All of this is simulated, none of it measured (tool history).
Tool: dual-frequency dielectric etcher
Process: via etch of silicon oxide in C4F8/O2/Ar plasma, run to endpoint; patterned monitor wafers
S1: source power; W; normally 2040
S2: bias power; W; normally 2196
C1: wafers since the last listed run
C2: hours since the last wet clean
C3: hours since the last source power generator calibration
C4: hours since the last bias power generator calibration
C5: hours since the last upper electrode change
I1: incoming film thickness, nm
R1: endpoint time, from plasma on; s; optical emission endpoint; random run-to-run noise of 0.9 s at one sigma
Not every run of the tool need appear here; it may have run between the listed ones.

Run 1, hour 0: usual settings; C1 0; C2 165.7; C3 1558.4; C4 4090.7; C5 6481; I1 1491.7. Result: R1 301.1 s.
Run 2, hour 15.3: usual settings; C1 68; C2 181; C3 1573.7; C4 4106; C5 6496.3; I1 1493.9. Result: R1 303.2 s.
Run 3, hour 29.7: usual settings; C1 64; C2 195.4; C3 1588.1; C4 4120.4; C5 6510.7; I1 1494.8. Result: R1 302.3 s.
Run 4, hour 60.7: usual settings but S1 1890 W; C1 139; C2 226.4; C3 1619.1; C4 4151.4; C5 6541.7; I1 1492.6. Result: R1 314.3 s.
Run 5, hour 76.6: usual settings but S1 1890 W; C1 71; C2 242.3; C3 1635; C4 4167.3; C5 6557.6; I1 1480.8. Result: R1 311.2 s.
Run 6, hour 99.6: usual settings; C1 103; C2 265.3; C3 1658; C4 4190.3; C5 6580.6; I1 1498.7. Result: R1 301.2 s.
Run 7, hour 134.2: usual settings; C1 155; C2 299.9; C3 1692.6; C4 4224.9; C5 6615.2; I1 1492.7. Result: R1 299.5 s.
At hour 180.9: upper electrode replaced.
Run 8, hour 181.4: usual settings; C1 104; C2 347.1; C3 1739.8; C4 4272.1; C5 0.5; I1 1480.9. Result: R1 296.6 s.
Run 9, hour 187.7: usual settings; C1 28; C2 353.4; C3 1746.1; C4 4278.4; C5 6.8; I1 1477.6. Result: R1 297 s.
At hour 206.7: bias power generator calibrated.
Run 10, hour 222.9: usual settings; C1 140; C2 388.6; C3 1781.3; C4 16.2; C5 42; I1 1477.2. Result: R1 296.3 s.
Run 11, hour 247.4: usual settings; C1 110; C2 413.1; C3 1805.8; C4 40.7; C5 66.5; I1 1486.3. Result: R1 298.6 s.
Run 12, hour 271.1: usual settings but S1 1840 W, S2 1693 W; C1 106; C2 436.8; C3 1829.5; C4 64.4; C5 90.2; I1 1475.1. Result: R1 343.4 s.
At hour 317.3: wet clean of the chamber.
Run 13, hour 317.8: usual settings but S1 2180 W; C1 102; C2 0.5; C3 1876.2; C4 111.1; C5 136.9; I1 1478.2. Result: R1 289 s.
Run 14, hour 318.1: usual settings; C1 1; C2 0.8; C3 1876.5; C4 111.4; C5 137.2; I1 1478.4. Result: R1 299.9 s.
Run 15, hour 343.5: usual settings but S1 2460 W, S2 1995 W; C1 114; C2 26.2; C3 1901.9; C4 136.8; C5 162.6; I1 1474.3. Result: R1 277.5 s.
At hour 353.4: source power generator calibrated.
Run 16, hour 370.3: usual settings but S1 1710 W, S2 2542 W; C1 102; C2 53; C3 16.9; C4 163.6; C5 189.4; I1 1488.9. Result: R1 316.7 s.
Run 17, hour 404.7: usual settings but S1 1840 W; C1 154; C2 87.4; C3 51.3; C4 198; C5 223.8; I1 1469.6. Result: R1 314 s.
Run 18, hour 429.4: usual settings but S1 2430 W, S2 1952 W; C1 111; C2 112.1; C3 76; C4 222.7; C5 248.5; I1 1480.4. Result: R1 282.7 s.
Run 19, hour 463.6: usual settings; C1 153; C2 146.3; C3 110.2; C4 256.9; C5 282.7; I1 1485.8. Result: R1 300.1 s.
Run 20, hour 491.3: usual settings but S1 2320 W, S2 1759 W; C1 124; C2 174; C3 137.9; C4 284.6; C5 310.4; I1 1491.7. Result: R1 302 s.
Run 21, hour 526.1: usual settings but S1 2390 W, S2 2494 W; C1 156; C2 208.8; C3 172.7; C4 319.4; C5 345.2; I1 1478.2. Result: R1 258.6 s.
Run 22, hour 553: usual settings but S1 2480 W, S2 1812 W; C1 120; C2 235.7; C3 199.6; C4 346.3; C5 372.1; I1 1480.2. Result: R1 284.6 s.

Each row is a separate what-if for the run after 22, all from the same tool condition, not one after another. Results?
Run A, hour 553.5: usual settings; C1 2; C2 236.2; C3 200.1; C4 346.8; C5 372.6; I1 1482.7. Result: R1 ?.
Run B, hour 553.5: usual settings but S2 2547 W; C1 2; C2 236.2; C3 200.1; C4 346.8; C5 372.6; I1 1482.7. Result: R1 ?.
Run C, hour 553.5: usual settings but S2 1841 W; C1 2; C2 236.2; C3 200.1; C4 346.8; C5 372.6; I1 1482.7. Result: R1 ?.

run     R1
  A  298.4
  B  282.8
  C  317.9
Stripped of hidden state, with their random variation kept, the same runs would have yielded:
run     R1
  A  301.7
  B    286
  C  321.4

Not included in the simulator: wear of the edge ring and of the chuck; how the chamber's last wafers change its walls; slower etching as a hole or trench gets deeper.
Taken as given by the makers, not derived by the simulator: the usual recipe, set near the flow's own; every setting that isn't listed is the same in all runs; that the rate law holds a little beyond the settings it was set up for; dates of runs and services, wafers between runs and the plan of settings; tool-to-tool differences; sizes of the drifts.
